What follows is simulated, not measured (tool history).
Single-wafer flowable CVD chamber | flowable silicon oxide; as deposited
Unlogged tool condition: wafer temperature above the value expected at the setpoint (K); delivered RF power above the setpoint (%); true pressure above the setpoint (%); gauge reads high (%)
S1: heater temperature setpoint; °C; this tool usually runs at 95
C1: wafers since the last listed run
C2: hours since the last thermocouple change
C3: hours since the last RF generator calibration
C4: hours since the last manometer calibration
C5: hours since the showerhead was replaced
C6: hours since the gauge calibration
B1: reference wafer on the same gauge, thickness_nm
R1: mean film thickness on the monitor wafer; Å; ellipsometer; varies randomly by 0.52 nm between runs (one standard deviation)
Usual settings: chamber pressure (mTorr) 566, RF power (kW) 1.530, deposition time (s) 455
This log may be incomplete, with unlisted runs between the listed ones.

Run 1, hour 0.0: usual settings but deposition time (s) 401; C1 0; C2 1695.3; C3 1890.3; C4 834.1; C5 25.1; C6 138.5; B1 205.360. Result: R1 1988.19 Å.
Run 2, hour 13.7: usual settings but chamber pressure (mTorr) 669; C1 71; C2 1709.0; C3 1904.0; C4 847.8; C5 38.8; C6 152.2; B1 205.158. Result: R1 2659.77 Å.
Run 3, hour 20.4: usual settings but chamber pressure (mTorr) 669; C1 34; C2 1715.7; C3 1910.7; C4 854.5; C5 45.5; C6 158.9; B1 205.121. Result: R1 2682.16 Å.
Run 4, hour 28.1: usual settings but chamber pressure (mTorr) 669; C1 39; C2 1723.4; C3 1918.4; C4 862.2; C5 53.2; C6 166.6; B1 205.105. Result: R1 2671.15 Å.
Run 5, hour 36.8: usual settings; C1 45; C2 1732.1; C3 1927.1; C4 870.9; C5 61.9; C6 175.3; B1 204.928. Result: R1 2248.08 Å.
Run 6, hour 54.0: usual settings but S1 100 °C, chamber pressure (mTorr) 678, RF power (kW) 1.300, deposition time (s) 532; C1 89; C2 1749.3; C3 1944.3; C4 888.1; C5 79.1; C6 192.5; B1 204.994. Result: R1 2513.89 Å.
Run 7, hour 61.0: usual settings but S1 80 °C, chamber pressure (mTorr) 451, RF power (kW) 1.310, deposition time (s) 523; C1 36; C2 1756.3; C3 1951.3; C4 895.1; C5 86.1; C6 199.5; B1 205.045. Result: R1 2843.18 Å.
Run 8, hour 68.3: usual settings but S1 109 °C, deposition time (s) 505; C1 37; C2 1763.6; C3 1958.6; C4 902.4; C5 93.4; C6 206.8; B1 205.013. Result: R1 1660.77 Å.
At hour 84.6: RF generator calibrated.
Run 9, hour 85.1: usual settings but S1 100 °C, chamber pressure (mTorr) 608, RF power (kW) 1.615, deposition time (s) 411; C1 45; C2 1780.4; C3 0.5; C4 919.2; C5 110.2; C6 223.6; B1 204.984. Result: R1 1936.85 Å.
Run 10, hour 95.9: usual settings; C1 56; C2 1791.2; C3 11.3; C4 930.0; C5 121.0; C6 234.4; B1 204.793. Result: R1 2264.38 Å.
Run 11, hour 106.2: usual settings but chamber pressure (mTorr) 426, RF power (kW) 1.340, deposition time (s) 369; C1 53; C2 1801.5; C3 21.6; C4 940.3; C5 131.3; C6 244.7; B1 205.131. Result: R1 1304.17 Å.
Run 12, hour 120.5: usual settings; C1 74; C2 1815.8; C3 35.9; C4 954.6; C5 145.6; C6 259.0; B1 204.694. Result: R1 2267.86 Å.
Run 13, hour 142.7: usual settings but S1 83 °C, chamber pressure (mTorr) 657; C1 115; C2 1838.0; C3 58.1; C4 976.8; C5 167.8; C6 281.2; B1 205.017. Result: R1 3628.15 Å.
Run 14, hour 154.2: usual settings but deposition time (s) 488; C1 59; C2 1849.5; C3 69.6; C4 988.3; C5 179.3; C6 292.7; B1 205.159. Result: R1 2430.39 Å.
At hour 187.6: thermocouple changed; heater temperature recalibrated.
Run 15, hour 192.8: usual settings but S1 89 °C, chamber pressure (mTorr) 426, deposition time (s) 513; C1 158; C2 5.2; C3 108.2; C4 1026.9; C5 217.9; C6 331.3; B1 204.980. Result: R1 2050.53 Å.
At hour 200.8: capacitance manometer re-zeroed and calibrated.
Run 16, hour 201.6: usual settings but S1 101 °C, chamber pressure (mTorr) 618, RF power (kW) 1.680, deposition time (s) 508; C1 4; C2 14.0; C3 117.0; C4 0.8; C5 226.7; C6 340.1; B1 204.861. Result: R1 2131.22 Å.
Run 17, hour 210.3: usual settings but S1 103 °C, chamber pressure (mTorr) 497, RF power (kW) 1.305, deposition time (s) 489; C1 45; C2 22.7; C3 125.7; C4 9.5; C5 235.4; C6 348.8; B1 205.022. Result: R1 1391.78 Å.
At hour 217.5: gauge calibrated.
Run 18, hour 217.6: usual settings but chamber pressure (mTorr) 702, deposition time (s) 390; C1 37; C2 30.0; C3 133.0; C4 16.8; C5 242.7; C6 0.1; B1 205.058. Result: R1 2143.47 Å.
Run 19, hour 228.1: usual settings; C1 54; C2 40.5; C3 143.5; C4 27.3; C5 253.2; C6 10.6; B1 205.099. Result: R1 2011.96 Å.
Run 20, hour 241.1: usual settings but RF power (kW) 1.410, deposition time (s) 378; C1 67; C2 53.5; C3 156.5; C4 40.3; C5 266.2; C6 23.6; B1 204.975. Result: R1 1616.03 Å.
Run 21, hour 255.5: usual settings but S1 84 °C, chamber pressure (mTorr) 625, RF power (kW) 1.680, deposition time (s) 535; C1 74; C2 67.9; C3 170.9; C4 54.7; C5 280.6; C6 38.0; B1 205.157. Result: R1 3689.17 Å.
Run 22, hour 266.9: usual settings but S1 100 °C, RF power (kW) 1.270; C1 59; C2 79.3; C3 182.3; C4 66.1; C5 292.0; C6 49.4; B1 204.954. Result: R1 1584.51 Å.
Run 23, hour 275.7: usual settings but S1 107 °C, chamber pressure (mTorr) 606, RF power (kW) 1.620; C1 45; C2 88.1; C3 191.1; C4 74.9; C5 300.8; C6 58.2; B1 204.969. Result: R1 1552.16 Å.
Run 24, hour 328.1: usual settings but deposition time (s) 432; C1 271; C2 140.5; C3 243.5; C4 127.3; C5 353.2; C6 110.6; B1 204.901. Result: R1 1922.32 Å.
Run 25, hour 340.7: usual settings; C1 65; C2 153.1; C3 256.1; C4 139.9; C5 365.8; C6 123.2; B1 205.227. Result: R1 2029.86 Å.
Run 26, hour 354.4: usual settings; C1 71; C2 166.8; C3 269.8; C4 153.6; C5 379.5; C6 136.9; B1 205.001. Result: R1 2024.92 Å.
Run 27, hour 367.0: usual settings; C1 65; C2 179.4; C3 282.4; C4 166.2; C5 392.1; C6 149.5; B1 204.969. Result: R1 2038.23 Å.

What the log doesn't show, run by run:
delivered RF power above the setpoint (%): 0 in every run
true pressure above the setpoint (%): 0 in every run
gauge reads high (%): 0 in every run
H1: wafer temperature above the value expected at the setpoint (K)
run      H1
  1   -4.53
  2   -4.56
  3   -4.58
  4   -4.59
  5   -4.61
  6   -4.65
  7   -4.66
  8   -4.68
  9   -4.71
 10   -4.73
 11   -4.76
 12   -4.79
 13   -4.83
 14   -4.86
 15  -0.751
 16   -0.77
 17  -0.788
 18  -0.803
 19  -0.825
 20  -0.853
 21  -0.883
 22  -0.907
 23  -0.926
 24   -1.04
 25   -1.06
 26   -1.09
 27   -1.12
